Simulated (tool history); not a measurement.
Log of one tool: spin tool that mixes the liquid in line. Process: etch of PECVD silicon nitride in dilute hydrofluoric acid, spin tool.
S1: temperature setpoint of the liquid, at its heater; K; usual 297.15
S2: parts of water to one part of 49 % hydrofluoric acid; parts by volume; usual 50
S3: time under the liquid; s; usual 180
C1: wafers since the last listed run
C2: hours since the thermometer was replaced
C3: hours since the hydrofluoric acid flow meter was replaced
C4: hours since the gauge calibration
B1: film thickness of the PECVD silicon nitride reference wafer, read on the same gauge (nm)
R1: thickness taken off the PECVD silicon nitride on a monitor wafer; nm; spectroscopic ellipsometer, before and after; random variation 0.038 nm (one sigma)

{"run": 1, "day": 0.0, "S1": 297.15, "S2": 50, "S3": 180, "C1": 0, "C2": 1793.5, "C3": 1818, "C4": 301.6, "B1": 50, "R1": 4.2}
{"run": 2, "day": 1.021, "S1": 297.15, "S2": 50, "S3": 180, "C1": 219, "C2": 1818, "C3": 1842.5, "C4": 326.1, "B1": 49.98, "R1": 4.13}
{"run": 3, "day": 2.229, "S1": 297.15, "S2": 50, "S3": 180, "C1": 259, "C2": 1847, "C3": 1871.5, "C4": 355.1, "B1": 49.98, "R1": 4.15}
{"run": 4, "day": 3.208, "S1": 300.15, "S2": 50, "S3": 180, "C1": 210, "C2": 1870.5, "C3": 1895, "C4": 378.6, "B1": 50, "R1": 5.06}
{"run": 5, "day": 4.196, "S1": 297.15, "S2": 50, "S3": 180, "C1": 212, "C2": 1894.2, "C3": 1918.7, "C4": 402.3, "B1": 49.99, "R1": 4.13}
{"run": 6, "day": 4.833, "S1": 297.15, "S2": 50, "S3": 180, "C1": 136, "C2": 1909.5, "C3": 1934, "C4": 417.6, "B1": 50, "R1": 4.07}
{"run": 7, "day": 6.192, "S1": 297.15, "S2": 50, "S3": 180, "C1": 291, "C2": 1942.1, "C3": 1966.6, "C4": 450.2, "B1": 49.99, "R1": 4.05}
{"run": 8, "day": 6.975, "S1": 297.15, "S2": 50, "S3": 180, "C1": 168, "C2": 1960.9, "C3": 1985.4, "C4": 469, "B1": 50.01, "R1": 4.07}
{"run": 9, "day": 7.946, "S1": 297.15, "S2": 50, "S3": 180, "C1": 208, "C2": 1984.2, "C3": 2008.7, "C4": 492.3, "B1": 50.01, "R1": 4.04}
{"run": 10, "day": 8.962, "S1": 297.15, "S2": 50, "S3": 140, "C1": 218, "C2": 2008.6, "C3": 2033.1, "C4": 516.7, "B1": 50.01, "R1": 3.19}
{"day": 9.358, "done": "thermometer replaced"}
{"run": 11, "day": 9.579, "S1": 297.15, "S2": 50, "S3": 140, "C1": 123, "C2": 5.3, "C3": 2047.9, "C4": 531.5, "B1": 50, "R1": 3.86}
{"day": 9.733, "done": "hydrofluoric acid flow meter replaced"}
{"run": 12, "day": 10.538, "S1": 297.15, "S2": 50, "S3": 140, "C1": 196, "C2": 28.3, "C3": 19.3, "C4": 554.5, "B1": 50, "R1": 4.33}
{"day": 11.004, "done": "gauge calibrated"}
{"run": 13, "day": 11.954, "S1": 297.15, "S2": 50, "S3": 180, "C1": 304, "C2": 62.3, "C3": 53.3, "C4": 22.8, "B1": 50.03, "R1": 5.64}
{"run": 14, "day": 13.138, "S1": 294.65, "S2": 50, "S3": 180, "C1": 254, "C2": 90.7, "C3": 81.7, "C4": 51.2, "B1": 49.99, "R1": 4.67}
{"run": 15, "day": 14.504, "S1": 302.15, "S2": 30, "S3": 180, "C1": 293, "C2": 123.5, "C3": 114.5, "C4": 84, "B1": 49.97, "R1": 12.73}
{"run": 16, "day": 15.758, "S1": 297.15, "S2": 50, "S3": 180, "C1": 269, "C2": 153.6, "C3": 144.6, "C4": 114.1, "B1": 50.01, "R1": 5.5}
{"run": 17, "day": 16.362, "S1": 298.65, "S2": 50, "S3": 180, "C1": 129, "C2": 168.1, "C3": 159.1, "C4": 128.6, "B1": 50.01, "R1": 6.05}

Run 18 comes next. What will it give?
{"run": 18, "day": 17.179, "S1": 294.15, "S2": 35, "S3": 110, "C1": 175, "C2": 187.7, "C3": 178.7, "C4": 148.2, "B1": "?", "R1": "?"}

{"run 18": {"B1": 49.99, "R1": 3.9}}
Without the tool's hidden state the same run would have given R1 4.06 nm.

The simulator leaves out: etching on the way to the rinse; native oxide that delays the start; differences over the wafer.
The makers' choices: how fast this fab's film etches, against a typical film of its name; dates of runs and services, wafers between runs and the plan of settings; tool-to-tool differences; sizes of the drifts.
